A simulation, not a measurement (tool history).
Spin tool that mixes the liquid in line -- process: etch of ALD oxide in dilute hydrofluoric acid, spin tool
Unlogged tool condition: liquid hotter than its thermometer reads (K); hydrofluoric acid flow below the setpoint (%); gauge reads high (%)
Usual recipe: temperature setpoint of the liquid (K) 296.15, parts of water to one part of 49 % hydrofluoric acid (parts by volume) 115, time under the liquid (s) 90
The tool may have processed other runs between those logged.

| run | hour | temperature setpoint of the liquid (K) | parts of water to one part of 49 % hydrofluoric acid (parts by volume) | time under the liquid (s) | wafers since the last listed run | hours since the thermometer was replaced | hours since the hydrofluoric acid flow meter was replaced | hours since the gauge calibration | read-back film thickness of the ALD oxide reference wafer, read on the same gauge (nm) | thickness taken off the ALD oxide on a monitor wafer (angstrom) |
|---|---|---|---|---|---|---|---|---|---|---|
| 1 | 0.0 | 296.15 | 115 | 90 | 0 | 1120.6 | 1178.9 | 667.6 | 149.99 | 85.8 |
| 2 | 62.4 | 296.15 | 115 | 80 | 883 | 1183.0 | 1241.3 | 730.0 | 150.02 | 77.4 |
| 3 | 101.0 | 297.15 | 115 | 90 | 546 | 1221.6 | 1279.9 | 768.6 | 150.02 | 89.6 |
| 4 | 166.4 | 297.15 | 115 | 90 | 926 | 1287.0 | 1345.3 | 834.0 | 149.98 | 89.0 |
| 5 | 233.9 | 296.15 | 115 | 70 | 956 | 1354.5 | 1412.8 | 901.5 | 150.02 | 65.8 |
| 6 | 396.6 | 296.15 | 115 | 90 | 2304 | 1517.2 | 1575.5 | 1064.2 | 150.05 | 87.1 |
| 7 | 434.0 | 296.15 | 115 | 90 | 529 | 1554.6 | 1612.9 | 1101.6 | 150.00 | 84.9 |
| 8 | 494.3 | 296.15 | 75 | 90 | 854 | 1614.9 | 1673.2 | 1161.9 | 150.01 | 139.0 |
| 9 | 525.0 | 296.15 | 75 | 90 | 434 | 1645.6 | 1703.9 | 1192.6 | 150.02 | 140.2 |
| 10 | 597.0 | 296.15 | 115 | 90 | 1019 | 1717.6 | 1775.9 | 1264.6 | 150.01 | 87.8 |
| 11 | 621.5 | 293.65 | 115 | 90 | 347 | 1742.1 | 1800.4 | 1289.1 | 149.99 | 79.2 |
| 12 | 681.3 | 293.65 | 115 | 90 | 846 | 1801.9 | 1860.2 | 1348.9 | 150.00 | 77.5 |
| 13 | 739.9 | 295.15 | 115 | 90 | 829 | 1860.5 | 1918.8 | 1407.5 | 150.03 | 82.8 |
| 14 | 791.9 | 296.15 | 115 | 90 | 736 | 1912.5 | 1970.8 | 1459.5 | 149.98 | 86.4 |
| 15 | 863.7 | 296.15 | 115 | 90 | 1016 | 1984.3 | 2042.6 | 1531.3 | 150.01 | 85.7 |
| 16 | 908.7 | 296.15 | 115 | 50 | 637 | 2029.3 | 2087.6 | 1576.3 | 149.97 | 47.8 |
|  | 940.1 | gauge calibrated |
| 17 | 951.4 | 299.15 | 115 | 90 | 604 | 2072.0 | 2130.3 | 11.3 | 149.97 | 97.1 |

Forecast run 18:
| 18 | 1005.6 | 298.65 | 90 | 90 | 767 | 2126.2 | 2184.5 | 65.5 | ? | ? |

{"run 18": {"read-back film thickness of the ALD oxide reference wafer, read on the same gauge (nm)": 149.97, "thickness taken off the ALD oxide on a monitor wafer (angstrom)": 124.4}}
Minus the tool's unlogged condition, the same run would have read thickness taken off the ALD oxide on a monitor wafer (angstrom) 124.4.
